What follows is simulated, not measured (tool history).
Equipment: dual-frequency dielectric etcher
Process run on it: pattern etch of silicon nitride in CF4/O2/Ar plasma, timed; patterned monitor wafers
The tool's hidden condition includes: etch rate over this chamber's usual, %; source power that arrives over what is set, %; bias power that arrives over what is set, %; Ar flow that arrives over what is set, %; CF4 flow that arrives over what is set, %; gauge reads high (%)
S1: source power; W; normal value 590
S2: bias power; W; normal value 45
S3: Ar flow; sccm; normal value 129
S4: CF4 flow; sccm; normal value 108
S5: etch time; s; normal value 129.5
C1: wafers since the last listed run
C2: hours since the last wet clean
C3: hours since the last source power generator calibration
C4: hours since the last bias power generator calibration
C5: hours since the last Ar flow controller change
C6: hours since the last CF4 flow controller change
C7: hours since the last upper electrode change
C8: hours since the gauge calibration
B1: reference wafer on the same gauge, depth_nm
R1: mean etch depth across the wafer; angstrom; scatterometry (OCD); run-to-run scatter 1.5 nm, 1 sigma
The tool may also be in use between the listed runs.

{"run": 1, "hour": 0.0, "S1": 590, "S2": 45, "S3": 129, "S4": 108, "S5": 129.5, "C1": 0, "C2": 424.7, "C3": 152.8, "C4": 267.6, "C5": 2286.7, "C6": 1779.7, "C7": 0.5, "C8": 2500.9, "B1": 224.9, "R1": 2671}
{"run": 2, "hour": 91.7, "S1": 590, "S2": 45, "S3": 129, "S4": 108, "S5": 129.5, "C1": 987, "C2": 516.4, "C3": 244.5, "C4": 359.3, "C5": 2378.4, "C6": 1871.4, "C7": 92.2, "C8": 2592.6, "B1": 224.7, "R1": 2678}
{"hour": 153.6, "done": "wet clean of the chamber"}
{"run": 3, "hour": 173.3, "S1": 590, "S2": 51, "S3": 159, "S4": 108, "S5": 90.5, "C1": 620, "C2": 19.7, "C3": 326.1, "C4": 440.9, "C5": 2460, "C6": 1953, "C7": 173.8, "C8": 2674.2, "B1": 224.8, "R1": 1877}
{"run": 4, "hour": 240.5, "S1": 480, "S2": 45, "S3": 99, "S4": 94, "S5": 129.5, "C1": 723, "C2": 86.9, "C3": 393.3, "C4": 508.1, "C5": 2527.2, "C6": 2020.2, "C7": 241, "C8": 2741.4, "B1": 224.9, "R1": 2275}
{"run": 5, "hour": 278.0, "S1": 590, "S2": 50, "S3": 154, "S4": 127, "S5": 155, "C1": 404, "C2": 124.4, "C3": 430.8, "C4": 545.6, "C5": 2564.7, "C6": 2057.7, "C7": 278.5, "C8": 2778.9, "B1": 225.1, "R1": 3310}
{"run": 6, "hour": 384.4, "S1": 590, "S2": 45, "S3": 107, "S4": 108, "S5": 166, "C1": 1146, "C2": 230.8, "C3": 537.2, "C4": 652, "C5": 2671.1, "C6": 2164.1, "C7": 384.9, "C8": 2885.3, "B1": 225.2, "R1": 3550}
{"run": 7, "hour": 429.5, "S1": 590, "S2": 45, "S3": 129, "S4": 133, "S5": 129.5, "C1": 485, "C2": 275.9, "C3": 582.3, "C4": 697.1, "C5": 2716.2, "C6": 2209.2, "C7": 430, "C8": 2930.4, "B1": 225, "R1": 2780}
{"run": 8, "hour": 533.3, "S1": 590, "S2": 45, "S3": 129, "S4": 127, "S5": 157.5, "C1": 1118, "C2": 379.7, "C3": 686.1, "C4": 800.9, "C5": 2820, "C6": 2313, "C7": 533.8, "C8": 3034.2, "B1": 225.2, "R1": 3385}
{"run": 9, "hour": 632.9, "S1": 590, "S2": 45, "S3": 129, "S4": 108, "S5": 129.5, "C1": 1073, "C2": 479.3, "C3": 785.7, "C4": 900.5, "C5": 2919.6, "C6": 2412.6, "C7": 633.4, "C8": 3133.8, "B1": 225.1, "R1": 2698}
{"hour": 726.0, "done": "Ar flow controller replaced"}
{"run": 10, "hour": 733.1, "S1": 700, "S2": 55, "S3": 129, "S4": 108, "S5": 129.5, "C1": 1014, "C2": 579.5, "C3": 885.9, "C4": 1000.7, "C5": 7.1, "C6": 2512.8, "C7": 733.6, "C8": 3234, "B1": 225.2, "R1": 3273}

Predict the results of run 11:
{"hour": 754.0, "done": "gauge calibrated"}
{"hour": 776.0, "done": "wet clean of the chamber"}
{"run": 11, "hour": 831.0, "S1": 590, "S2": 45, "S3": 129, "S4": 108, "S5": 129.5, "C1": 796, "C2": 55, "C3": 983.8, "C4": 1098.6, "C5": 105, "C6": 2610.7, "C7": 831.5, "C8": 77, "B1": "?", "R1": "?"}

Run 11 measured B1 224.9, R1 2702 angstrom.
Had the tool carried no hidden state, the very same run would have given R1 2702 angstrom.

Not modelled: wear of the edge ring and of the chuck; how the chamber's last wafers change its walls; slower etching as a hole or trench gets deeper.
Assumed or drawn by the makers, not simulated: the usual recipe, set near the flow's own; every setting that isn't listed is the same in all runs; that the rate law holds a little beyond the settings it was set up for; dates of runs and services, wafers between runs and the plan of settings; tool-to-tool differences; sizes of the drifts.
